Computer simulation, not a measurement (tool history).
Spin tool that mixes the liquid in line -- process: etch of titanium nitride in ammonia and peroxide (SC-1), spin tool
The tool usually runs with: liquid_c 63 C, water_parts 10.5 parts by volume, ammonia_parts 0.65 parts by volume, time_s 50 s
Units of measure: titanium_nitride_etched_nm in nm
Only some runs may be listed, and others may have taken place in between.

run    hour  liquid_c  water_parts  ammonia_parts  time_s  wafers since the last listed run  hours since the thermometer was replaced  hours since the ammonia flow meter was replaced  hours since the heated supply line was repaired  hours since the drum of ammonia solution was connected  hours since the gauge calibration  read-back film thickness of the titanium nitride reference wafer, read on the same gauge (nm)  titanium_nitride_etched_nm
  1       0        63         10.5           0.65      50                                 0                                     805.1                                            268.4                                           1117.8                                                     388                              770.9                                                                                            150                       10.71
  2      86        63         10.5           0.65      50                              1110                                     891.1                                            354.4                                           1203.8                                                     474                              856.9                                                                                         150.02                       10.86
  3   290.2        63         10.5           0.65      50                              2637                                    1095.3                                            558.6                                             1408                                                   678.2                             1061.1                                                                                         149.99                        10.8
      310.3  -- thermometer replaced
  4   340.2        63         10.5           0.65      60                               632                                      29.9                                            608.6                                             1458                                                   728.2                             1111.1                                                                                            150                       12.14
      346.7  -- ammonia flow meter replaced
      362.9  -- new drum of ammonia solution connected
  5     400        63         10.5           0.65      60                               746                                      89.7                                             53.3                                           1517.8                                                    37.1                             1170.9                                                                                         150.02                       12.12
      422.5  -- heated supply line repaired
  6   462.8        63         10.5           0.65      50                               798                                     152.5                                            116.1                                             40.3                                                    99.9                             1233.7                                                                                            150                       10.17
  7   508.6        63           13           0.65      75                               591                                     198.3                                            161.9                                             86.1                                                   145.7                             1279.5                                                                                         149.99                       13.73
  8   606.7        63         10.5           0.65      50                              1267                                     296.4                                              260                                            184.2                                                   243.8                             1377.6                                                                                         149.97                       10.36
  9   665.3      58.5         10.5           0.65      65                               756                                       355                                            318.6                                            242.8                                                   302.4                             1436.2                                                                                         149.98                        9.96
 10   765.9        60            8           0.65      65                              1299                                     455.6                                            419.2                                            343.4                                                     403                             1536.8                                                                                         149.98                       12.67
 11   821.7        70         13.5           0.65      70                               720                                     511.4                                              475                                            399.2                                                   458.8                             1592.6                                                                                            150                       19.72
 12   892.8        63          5.5            0.5      50                               918                                     582.5                                            546.1                                            470.3                                                   529.9                             1663.7                                                                                            150                       13.71
      985.9  -- ammonia flow meter replaced
     1046.9  -- gauge calibrated
 13  1215.3      69.5         10.5           0.85      30                              4153                                       905                                            229.4                                            792.8                                                   852.4                              168.4                                                                                            150                       10.19
     1217.2  -- new drum of ammonia solution connected
 14    1304        56          6.5           0.85      35                              1132                                     993.7                                            318.1                                            881.5                                                    86.8                              257.1                                                                                         149.99                        6.32
 15  1384.4      59.5         12.5           0.95      50                              1038                                    1074.1                                            398.5                                            961.9                                                   167.2                              337.5                                                                                         150.02                        8.43
 16  1500.3        63         10.5           0.65      60                              1497                                      1190                                            514.4                                           1077.8                                                   283.1                              453.4                                                                                         149.99                       13.01
 17    1547      58.5         12.5           0.35      75                               603                                    1236.7                                            561.1                                           1124.5                                                   329.8                              500.1                                                                                         149.98                       10.12
     1567.9  -- ammonia flow meter replaced
 18  1586.3      68.5           15           0.65      80                               494                                      1276                                             18.4                                           1163.8                                                   369.1                              539.4                                                                                            150                       20.48
     1588.3  -- thermometer replaced
 19    1677        63         10.5            0.8      70                              1158                                      88.7                                            109.1                                           1254.5                                                   459.8                              630.1                                                                                         149.99                       14.73
 20  1775.1        70         10.5           0.35      65                              1267                                     186.8                                            207.2                                           1352.6                                                   557.9                              728.2                                                                                            150                       18.66
     1812.3  -- heated supply line repaired
 21  1824.4        63         10.5           0.65      50                               623                                     236.1                                            256.5                                             12.1                                                   607.2                              777.5                                                                                         149.99                       10.25
 22  1882.3      59.5         13.5            0.4      20                               747                                       294                                            314.4                                               70                                                   665.1                              835.4                                                                                         149.98                        2.65
 23  1934.1        63         10.5           0.65      50                               669                                     345.8                                            366.2                                            121.8                                                   716.9                              887.2                                                                                         150.02                       10.29
 24  2016.8        63         10.5           0.85      50                              1068                                     428.5                                            448.9                                            204.5                                                   799.6                              969.9                                                                                         150.03                       11.03
     2027.5  -- new drum of ammonia solution connected
 25  2058.6        63         10.5           0.65      50                               527                                     470.3                                            490.7                                            246.3                                                    31.1                             1011.7                                                                                         150.01                       10.48

Each row is a separate what-if for the run after 25, all from the same tool condition, not one after another. Results?
  A  2059        63         10.5            0.8      50                                 5                                     470.7                                            491.1                                            246.7                                                    31.5                             1012.1                                                                                              ?                           ?
  B  2059        63           12           0.45      50                                 5                                     470.7                                            491.1                                            246.7                                                    31.5                             1012.1                                                                                              ?                           ?
  C  2059        63         15.5           0.65      50                                 5                                     470.7                                            491.1                                            246.7                                                    31.5                             1012.1                                                                                              ?                           ?

run  read-back film thickness of the titanium nitride reference wafer, read on the same gauge (nm)  titanium_nitride_etched_nm
  A                                                                                         150.04                       10.73
  B                                                                                         150.04                        9.06
  C                                                                                         150.04                        8.43
Take away the tool's hidden state, keep each run's random variation, and the runs would have read:
run  titanium_nitride_etched_nm
  A                       10.32
  B                        8.72
  C                        8.11

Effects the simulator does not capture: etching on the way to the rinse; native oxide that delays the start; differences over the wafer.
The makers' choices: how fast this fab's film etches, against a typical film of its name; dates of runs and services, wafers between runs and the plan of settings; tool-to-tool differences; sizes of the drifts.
